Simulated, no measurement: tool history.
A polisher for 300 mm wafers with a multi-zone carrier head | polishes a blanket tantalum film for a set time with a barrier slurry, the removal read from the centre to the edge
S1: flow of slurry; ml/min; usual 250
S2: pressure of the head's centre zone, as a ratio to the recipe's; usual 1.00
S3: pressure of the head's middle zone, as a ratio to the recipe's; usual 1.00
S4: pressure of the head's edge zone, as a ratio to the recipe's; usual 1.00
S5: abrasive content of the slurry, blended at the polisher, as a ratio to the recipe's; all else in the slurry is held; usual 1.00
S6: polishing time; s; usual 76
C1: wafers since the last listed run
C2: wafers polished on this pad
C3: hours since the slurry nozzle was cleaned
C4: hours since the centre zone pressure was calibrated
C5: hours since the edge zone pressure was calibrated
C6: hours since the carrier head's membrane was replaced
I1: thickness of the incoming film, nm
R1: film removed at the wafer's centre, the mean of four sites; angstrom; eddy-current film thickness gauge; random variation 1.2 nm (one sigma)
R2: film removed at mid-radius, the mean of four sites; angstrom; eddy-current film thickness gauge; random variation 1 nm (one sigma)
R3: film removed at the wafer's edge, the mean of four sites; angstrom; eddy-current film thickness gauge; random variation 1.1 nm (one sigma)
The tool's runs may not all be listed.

run     day   S1    S2    S3    S4    S5  S6   C1    C2     C3     C4     C5      C6     I1   R1   R2   R3
  1   0.000  250  1.00  0.91  1.00  1.00  76    0  1543  345.6  819.3   60.5   997.6  450.4  849  784  838
  2   1.238  250  1.00  1.00  1.00  1.00  76  391  1935  375.3  849.0   90.2  1027.3  447.0  843  802  836
      1.571  -- worn pad replaced by a new one
  3   1.942  250  1.07  1.00  1.00  1.10  67  170   117  392.2  865.9  107.1  1044.2  447.3  873  770  813
      2.254  -- slurry nozzle cleaned
  4   2.988  250  1.00  1.00  1.00  1.00  76  317   435   17.6  891.0  132.2  1069.3  450.4  868  861  882
  5   4.379  185  1.00  1.05  1.00  0.80  76  440   875   51.0  924.4  165.6  1102.7  448.1  760  783  802
      4.846  -- carrier head's membrane replaced by a new one
  6   4.896  250  0.92  1.00  1.08  1.00  76   97   973   63.4  936.8  178.0     1.2  454.2  775  815  879
  7   6.267  275  1.04  1.00  1.06  1.00  76  433  1407   96.3  969.7  210.9    34.1  451.4  867  812  858
      6.817  -- centre zone pressure recalibrated
  8   7.217  250  1.00  1.00  1.00  1.00  85  274  1681  119.1    9.6  233.7    56.9  452.5  906  912  913
      8.725  -- worn pad replaced by a new one
  9   8.746  250  1.00  1.10  1.00  1.00  59  431     7  155.8   46.3  270.4    93.6  448.8  724  752  710
 10   9.546  250  1.00  1.00  1.00  1.00  76  253   260  175.0   65.5  289.6   112.8  456.7  910  871  936
 11  10.875  250  1.08  0.91  1.00  1.00  67  420   681  206.9   97.4  321.5   144.7  451.1  847  703  802
 12  11.825  250  1.00  1.00  1.00  1.10  76  300   981  229.7  120.2  344.3   167.5  451.5  904  895  904
 13  12.450  210  1.00  1.00  1.00  1.30  56  197  1179  244.7  135.2  359.3   182.5  450.5  654  644  667
 14  13.858  220  1.03  1.00  1.00  1.00  76  445  1625  278.5  169.0  393.1   216.3  449.9  832  794  830
 15  15.608  305  1.00  1.00  1.00  1.00  66  553  2179  320.5  211.0  435.1   258.3  450.2  730  722  720
     15.996  -- worn pad replaced by a new one
 16  16.654  250  1.00  1.00  1.00  1.00  76  278   207  345.6  236.1  460.2   283.4  451.4  931  877  898
 17  18.054  250  1.00  1.00  1.00  1.00  76  443   651  379.2  269.7  493.8   317.0  445.7  889  859  891
     18.133  -- slurry nozzle cleaned
 18  18.971  250  1.00  1.00  1.00  1.00  76  276   927   20.1  291.7  515.8   339.0  455.5  883  861  898
 19  19.883  250  1.00  0.93  1.00  1.00  76  288  1216   42.0  313.6  537.7   360.9  453.6  848  804  860
 20  20.471  275  1.00  1.00  1.00  0.90  76  185  1402   56.1  327.7  551.8   375.0  445.1  850  812  821
 21  21.583  250  1.00  0.93  1.00  1.25  76  352  1754   82.8  354.4  578.5   401.7  443.7  873  816  888

The same runs without the tool's hidden state, with the same run-to-run variation:
The hidden state here: removal rate lost through wear of the pad, %; slurry flow missing at the pad, %; deviation of the centre zone's pressure from its setpoint, %; deviation of the edge zone's pressure from its setpoint, %.
run    R1    R2    R3
  1   925   853   912
  2   938   892   931
  3   894   788   833
  4   904   897   919
  5   811   835   856
  6   834   877   947
  7   957   896   947
  8  1017  1024  1025
  9   727   755   713
 10   926   886   952
 11   881   731   834
 12   955   946   956
 13   699   688   713
 14   912   869   909
 15   826   817   814
 16   943   890   911
 17   923   891   925
 18   931   907   947
 19   908   860   921
 20   920   878   888
 21   963   900   980

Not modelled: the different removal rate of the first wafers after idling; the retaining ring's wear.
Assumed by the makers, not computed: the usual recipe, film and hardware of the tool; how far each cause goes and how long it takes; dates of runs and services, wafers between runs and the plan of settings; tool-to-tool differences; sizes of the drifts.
